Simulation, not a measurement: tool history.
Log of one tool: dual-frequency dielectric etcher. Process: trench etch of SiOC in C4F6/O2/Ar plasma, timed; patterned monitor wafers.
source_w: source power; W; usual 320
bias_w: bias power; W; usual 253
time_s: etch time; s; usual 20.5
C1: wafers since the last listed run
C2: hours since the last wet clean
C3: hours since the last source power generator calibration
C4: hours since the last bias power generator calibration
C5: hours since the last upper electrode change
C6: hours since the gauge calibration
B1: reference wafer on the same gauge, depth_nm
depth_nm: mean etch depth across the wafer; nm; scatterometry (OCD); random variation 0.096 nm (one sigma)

Run 1, day 0: usual settings; C1 0; C2 97.1; C3 3105.9; C4 913; C5 3263.8; C6 923.1; B1 32.28. Result: depth_nm 38.51 nm.
Run 2, day 3.392: usual settings; C1 1676; C2 178.5; C3 3187.3; C4 994.4; C5 3345.2; C6 1004.5; B1 32.32. Result: depth_nm 38.54 nm.
Run 3, day 5.312: usual settings; C1 949; C2 224.6; C3 3233.4; C4 1040.5; C5 3391.3; C6 1050.6; B1 32.33. Result: depth_nm 38.61 nm.
Run 4, day 6.821: usual settings; C1 745; C2 260.8; C3 3269.6; C4 1076.7; C5 3427.5; C6 1086.8; B1 32.32. Result: depth_nm 38.41 nm.
Run 5, day 10.85: usual settings but source_w 290 W; C1 1991; C2 357.5; C3 3366.3; C4 1173.4; C5 3524.2; C6 1183.5; B1 32.31. Result: depth_nm 36.95 nm.
Run 6, day 14.092: usual settings; C1 1602; C2 435.3; C3 3444.1; C4 1251.2; C5 3602; C6 1261.3; B1 32.31. Result: depth_nm 38.51 nm.
Run 7, day 17.362: usual settings; C1 1616; C2 513.8; C3 3522.6; C4 1329.7; C5 3680.5; C6 1339.8; B1 32.29. Result: depth_nm 38.53 nm.
At day 20.579: source power generator calibrated.
At day 22.346: wet clean of the chamber.
Run 8, day 22.367: usual settings; C1 1896; C2 0.5; C3 42.9; C4 1449.8; C5 3800.6; C6 1459.9; B1 32.29. Result: depth_nm 38.03 nm.
Run 9, day 25.233: usual settings; C1 1416; C2 69.3; C3 111.7; C4 1518.6; C5 3869.4; C6 1528.7; B1 32.28. Result: depth_nm 38.01 nm.
Run 10, day 26.746: usual settings but bias_w 284 W, time_s 16.5 s; C1 747; C2 105.6; C3 148; C4 1554.9; C5 3905.7; C6 1565; B1 32.31. Result: depth_nm 31.42 nm.
Run 11, day 30.35: usual settings but source_w 390 W, time_s 16 s; C1 1781; C2 192.1; C3 234.5; C4 1641.4; C5 3992.2; C6 1651.5; B1 32.29. Result: depth_nm 32.02 nm.
Run 12, day 33.896: usual settings; C1 1752; C2 277.2; C3 319.6; C4 1726.5; C5 4077.3; C6 1736.6; B1 32.3. Result: depth_nm 38.08 nm.
Run 13, day 38.079: usual settings but source_w 260 W, bias_w 270 W, time_s 25.5 s; C1 2067; C2 377.6; C3 420; C4 1826.9; C5 4177.7; C6 1837; B1 32.29. Result: depth_nm 44.26 nm.
Run 14, day 40.417: usual settings but source_w 250 W, bias_w 194 W; C1 1155; C2 433.7; C3 476.1; C4 1883; C5 4233.8; C6 1893.1; B1 32.29. Result: depth_nm 32.11 nm.
Run 15, day 43.875: usual settings but source_w 340 W, bias_w 198 W, time_s 17 s; C1 1709; C2 516.7; C3 559.1; C4 1966; C5 4316.8; C6 1976.1; B1 32.29. Result: depth_nm 30.2 nm.
Run 16, day 45.783: usual settings but source_w 260 W, bias_w 214 W, time_s 26.5 s; C1 943; C2 562.5; C3 604.9; C4 2011.8; C5 4362.6; C6 2021.9; B1 32.31. Result: depth_nm 43.5 nm.
Run 17, day 49.825: usual settings but bias_w 307 W, time_s 24 s; C1 1997; C2 659.5; C3 701.9; C4 2108.8; C5 4459.6; C6 2118.9; B1 32.32. Result: depth_nm 46.96 nm.
At day 51.529: wet clean of the chamber.
Run 18, day 53.854: usual settings but source_w 350 W, time_s 26 s; C1 1497; C2 55.8; C3 798.6; C4 2205.5; C5 4556.3; C6 2215.6; B1 32.3. Result: depth_nm 50.15 nm.
Run 19, day 56: usual settings; C1 1060; C2 107.3; C3 850.1; C4 2257; C5 4607.8; C6 2267.1; B1 32.29. Result: depth_nm 38.08 nm.
Run 20, day 59.238: usual settings but source_w 300 W, bias_w 284 W, time_s 23 s; C1 1600; C2 185; C3 927.8; C4 2334.7; C5 4685.5; C6 2344.8; B1 32.27. Result: depth_nm 42.97 nm.
At day 60.258: upper electrode replaced.
Run 21, day 62.717: usual settings but source_w 400 W, bias_w 209 W, time_s 22.5 s; C1 1225; C2 268.5; C3 1011.3; C4 2418.2; C5 59; C6 2428.3; B1 32.3. Result: depth_nm 43.68 nm.
Run 22, day 65.979: usual settings but time_s 22.5 s; C1 1612; C2 346.8; C3 1089.6; C4 2496.5; C5 137.3; C6 2506.6; B1 32.29. Result: depth_nm 41.79 nm.
At day 71.838: gauge calibrated.
At day 76.721: bias power generator calibrated.
Run 23, day 79.408: usual settings but source_w 360 W, bias_w 210 W, time_s 22.5 s; C1 6554; C2 669.1; C3 1411.9; C4 64.5; C5 459.6; C6 181.7; B1 32.28. Result: depth_nm 42.01 nm.
At day 83.204: wet clean of the chamber.
Run 24, day 83.225: usual settings; C1 1392; C2 0.5; C3 1503.5; C4 156.1; C5 551.2; C6 273.3; B1 32.31. Result: depth_nm 38.25 nm.
Run 25, day 85.042: usual settings; C1 897; C2 44.1; C3 1547.1; C4 199.7; C5 594.8; C6 316.9; B1 32.31. Result: depth_nm 38.34 nm.
Run 26, day 89.392: usual settings but bias_w 307 W, time_s 26.5 s; C1 2149; C2 148.5; C3 1651.5; C4 304.1; C5 699.2; C6 421.3; B1 32.3. Result: depth_nm 52.04 nm.
Run 27, day 92.408: usual settings; C1 1490; C2 220.9; C3 1723.9; C4 376.5; C5 771.6; C6 493.7; B1 32.28. Result: depth_nm 38.45 nm.
Run 28, day 94.604: usual settings but source_w 380 W, bias_w 226 W, time_s 23 s; C1 1085; C2 273.6; C3 1776.6; C4 429.2; C5 824.3; C6 546.4; B1 32.31. Result: depth_nm 44.43 nm.
Run 29, day 97.329: usual settings but bias_w 296 W; C1 1346; C2 339; C3 1842; C4 494.6; C5 889.7; C6 611.8; B1 32.33. Result: depth_nm 39.98 nm.
Run 30, day 109.925: usual settings; C1 6225; C2 641.3; C3 2144.3; C4 796.9; C5 1192; C6 914.1; B1 32.31. Result: depth_nm 38.38 nm.

The same runs without the tool's hidden state, with the same run-to-run variation:
The hidden state here: etch rate over this chamber's usual, %; source power that arrives over what is set, %; bias power that arrives over what is set, %; gauge reads high (%).
run  depth_nm
  1     37.88
  2      37.9
  3     37.96
  4     37.76
  5     36.31
  6     37.83
  7     37.84
  8     37.97
  9     37.94
 10     31.35
 11     31.94
 12     37.98
 13     44.11
 14        32
 15     30.08
 16     43.32
 17     46.75
 18      49.9
 19     37.89
 20     42.73
 21     43.41
 22     41.53
 23     41.68
 24     37.94
 25     38.02
 26     51.58
 27     38.09
 28     44.01
 29     39.59
 30     37.95

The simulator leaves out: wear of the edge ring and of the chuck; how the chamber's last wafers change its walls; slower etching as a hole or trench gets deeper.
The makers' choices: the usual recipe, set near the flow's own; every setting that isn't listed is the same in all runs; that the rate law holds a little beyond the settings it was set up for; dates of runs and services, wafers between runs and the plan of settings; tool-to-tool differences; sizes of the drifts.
